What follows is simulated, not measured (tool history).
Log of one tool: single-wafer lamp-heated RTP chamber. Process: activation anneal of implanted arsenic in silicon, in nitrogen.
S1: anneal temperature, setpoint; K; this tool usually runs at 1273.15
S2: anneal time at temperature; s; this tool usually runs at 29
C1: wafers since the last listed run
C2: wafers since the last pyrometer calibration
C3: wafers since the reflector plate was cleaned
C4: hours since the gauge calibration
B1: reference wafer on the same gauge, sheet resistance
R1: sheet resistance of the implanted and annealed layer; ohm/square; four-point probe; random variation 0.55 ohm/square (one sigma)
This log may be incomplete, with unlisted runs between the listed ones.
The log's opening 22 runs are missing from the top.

run     day       S1  S2    C1    C2    C3      C4      B1      R1
 23  62.004  1264.15  16   594  2820  1180   678.9  117.97  115.15
 24  65.375  1265.15  22   694  3515  1875   759.8  118.02  108.54
 25  67.688  1253.15  29   476  3992  2351   815.3  118.09  109.36
 26  71.442  1291.15  42   773  4766  3125   905.4  117.95   87.92
     72.929  -- pyrometer window cleaned and pyrometer calibrated
 27  74.946  1295.15  29   653   416  3779   989.5  117.88   92.07
 28  76.746  1257.15  29   371   787  4150  1032.7  118.01  108.07
 29  78.267  1273.15  33   313  1100  4464  1069.2  118.05   98.92
 30  81.183  1273.15  29   601  1702  5065  1139.2  118.10  100.59
     82.733  -- reflector plate cleaned
 31  84.221  1262.15  19   557  2259   306  1212.1  117.94  115.78
 32  86.742  1273.15  46   519  2779   826  1272.6  118.12   95.70
 33  92.229  1273.15  29  1131  3910  1957  1404.3  117.69   99.67
 34  95.838  1286.15  43   743  4654  2701  1490.9  118.26   88.80
 35  98.217  1286.15  29   490  5145  3192  1548.0  117.73   93.01

Each row is a separate what-if for the run after 35, all from the same tool condition, not one after another. Results?
  A  98.233  1273.15  29   3  5148  3195  1548.4   ?   ?
  B  98.233  1273.15  16   3  5148  3195  1548.4   ?   ?
  C  98.233  1254.15  19   3  5148  3195  1548.4   ?   ?
  D  98.233  1263.15  19   3  5148  3195  1548.4   ?   ?
  E  98.233  1301.15  21   3  5148  3195  1548.4   ?   ?

run      B1      R1
  A  118.17   99.43
  B  118.17  108.27
  C  118.17  114.16
  D  118.17  110.06
  E  118.17   93.51
The same runs, with their run-to-run variation unchanged, on a tool lacking any hidden condition would have given:
run      R1
  A  106.93
  B  115.73
  C  122.32
  D  117.95
  E   99.81

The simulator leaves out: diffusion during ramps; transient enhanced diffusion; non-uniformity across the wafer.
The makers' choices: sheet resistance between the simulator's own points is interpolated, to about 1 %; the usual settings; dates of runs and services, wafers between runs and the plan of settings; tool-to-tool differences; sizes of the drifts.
